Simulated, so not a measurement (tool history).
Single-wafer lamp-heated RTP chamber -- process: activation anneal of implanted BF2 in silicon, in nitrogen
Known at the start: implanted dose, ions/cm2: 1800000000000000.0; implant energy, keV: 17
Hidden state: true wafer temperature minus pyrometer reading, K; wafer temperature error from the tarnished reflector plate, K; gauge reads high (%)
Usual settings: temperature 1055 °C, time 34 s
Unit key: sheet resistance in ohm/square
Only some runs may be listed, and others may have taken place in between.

run     day  temperature  time  wafers since the last listed run  wafers since the last pyrometer calibration  wafers since the reflector plate was cleaned  hours since the gauge calibration  read-back reference wafer on the same gauge, sheet resistance  sheet resistance
  1   0.000         1073    39                                 0                                         5278                                          2040                              514.9                                                         108.95             79.46
      2.629  -- pyrometer window cleaned and pyrometer calibrated
  2   2.650         1036    34                               880                                            7                                          2921                              578.5                                                         109.13            117.12
  3   4.171         1036    34                               578                                          586                                          3499                              615.0                                                         109.11            116.09
  4   5.471         1036    34                               494                                         1080                                          3993                              646.2                                                         109.01            115.98
  5   8.012         1055    34                               966                                         2046                                          4960                              707.2                                                         108.79             97.31
  6   9.171         1055    34                               440                                         2487                                          5400                              735.0                                                         109.34             97.24
  7  11.304         1055    34                               811                                         3298                                          6211                              786.2                                                         108.76             96.18
  8  14.208         1055    45                              1104                                         4402                                          7315                              855.9                                                         108.76             89.81
  9  16.888         1055    45                              1018                                         5421                                          8334                              920.2                                                         108.89             89.99
     17.921  -- pyrometer window cleaned and pyrometer calibrated
 10  19.633         1055    45                               917                                          651                                          9251                              986.1                                                         109.02             93.17
     21.450  -- reflector plate cleaned
 11  28.012         1055    34                              3059                                         3710                                          2495                             1187.2                                                         109.07             95.83
     34.829  -- pyrometer window cleaned and pyrometer calibrated
     35.117  -- gauge calibrated
 12  35.596         1055    34                              2756                                          290                                          5252                               11.5                                                         109.28            101.57
 13  37.154         1055    34                               592                                          883                                          5844                               48.9                                                         108.97             99.63
 14  39.162         1055    34                               763                                         1647                                          6608                               97.1                                                         109.08             98.16
 15  40.767         1064    23                               609                                         2256                                          7218                              135.6                                                         109.08             98.16
 16  42.983         1055    53                               842                                         3099                                          8061                              188.8                                                         109.00             86.52
 17  44.217         1055    25                               468                                         3568                                          8530                              218.4                                                         109.08            102.84
 18  46.492         1055    34                               864                                         4433                                          9395                              273.0                                                         108.73             95.91
     48.062  -- reflector plate cleaned
 19  48.129         1067    51                               495                                         4929                                            25                              312.3                                                         109.09             78.80
 20  50.200         1035    34                               787                                         5716                                           812                              362.0                                                         108.83            111.76
     51.421  -- pyrometer window cleaned and pyrometer calibrated
 21  52.808         1077    21                               864                                          527                                          1677                              424.6                                                         108.93             92.66
 22  54.096         1055    34                               489                                         1016                                          2167                              455.5                                                         108.89             98.68
 23  57.046         1055    34                              1121                                         2138                                          3288                              526.3                                                         108.88             96.24
 24  58.217         1027    34                               445                                         2583                                          3733                              554.4                                                         108.95            119.93
 25  59.400         1055    50                               449                                         3033                                          4183                              582.8                                                         109.06             86.94
 26  61.412         1026    23                               765                                         3798                                          4949                              631.1                                                         109.04            131.25
 27  63.371         1029    34                               744                                         4543                                          5693                              678.1                                                         109.20            116.09
 28  64.508         1071    39                               432                                         4975                                          6126                              705.4                                                         108.96             80.94

5 options for the next run, each taken on its own from the tool as it stands now. Forecast them:
  A  64.525         1055    34                                 6                                         4982                                          6132                              705.8                                                              ?                 ?
  B  64.525         1068    46                                 6                                         4982                                          6132                              705.8                                                              ?                 ?
  C  64.525         1031    54                                 6                                         4982                                          6132                              705.8                                                              ?                 ?
  D  64.525         1068    19                                 6                                         4982                                          6132                              705.8                                                              ?                 ?
  E  64.525         1041    53                                 6                                         4982                                          6132                              705.8                                                              ?                 ?

run  read-back reference wafer on the same gauge, sheet resistance  sheet resistance
  A                                                         108.96             94.18
  B                                                         108.96             79.30
  C                                                         108.96            101.86
  D                                                         108.96             97.40
  E                                                         108.96             94.51
The same runs, with their run-to-run variation unchanged, on a tool lacking any hidden condition would have given:
run  sheet resistance
  A            101.50
  B             84.77
  C            109.50
  D            104.42
  E            101.45
